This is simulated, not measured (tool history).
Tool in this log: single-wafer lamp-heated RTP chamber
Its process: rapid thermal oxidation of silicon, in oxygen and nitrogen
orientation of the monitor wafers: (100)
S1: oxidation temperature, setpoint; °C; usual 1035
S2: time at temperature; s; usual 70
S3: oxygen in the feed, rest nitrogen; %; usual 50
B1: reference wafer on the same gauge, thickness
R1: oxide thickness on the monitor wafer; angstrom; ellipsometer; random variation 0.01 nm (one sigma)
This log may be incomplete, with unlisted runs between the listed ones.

run	day	S1	S2	S3	B1	R1
1	0.000	1035	87	50	6.621	81.64
# day 0.079: gauge calibrated
2	2.138	1035	87	50	6.617	81.78
3	2.546	1035	70	50	6.622	74.25
4	3.083	1035	70	50	6.619	74.17
5	3.550	1035	70	50	6.621	74.01
6	3.988	1035	70	56	6.622	77.26
7	4.383	1035	70	58	6.617	78.19
8	4.988	1035	70	58	6.619	78.55
9	5.596	1035	70	58	6.618	78.35
# day 6.371: pyrometer window cleaned and pyrometer calibrated
10	6.392	1035	70	50	6.621	70.42
11	6.538	1035	70	50	6.615	70.50
12	7.058	1035	70	50	6.619	70.50
# day 7.746: oxygen flow controller replaced
13	7.767	1051	70	50	6.621	79.09
14	8.017	1024	81	71	6.622	79.36

Estimate the outcome of run 15 from the log above:
15	8.454	1035	40	50	?	?

Logged for run 15: B1 6.619, R1 55.89 angstrom.
Minus the tool's unlogged condition, the same run would have read R1 55.02 angstrom.
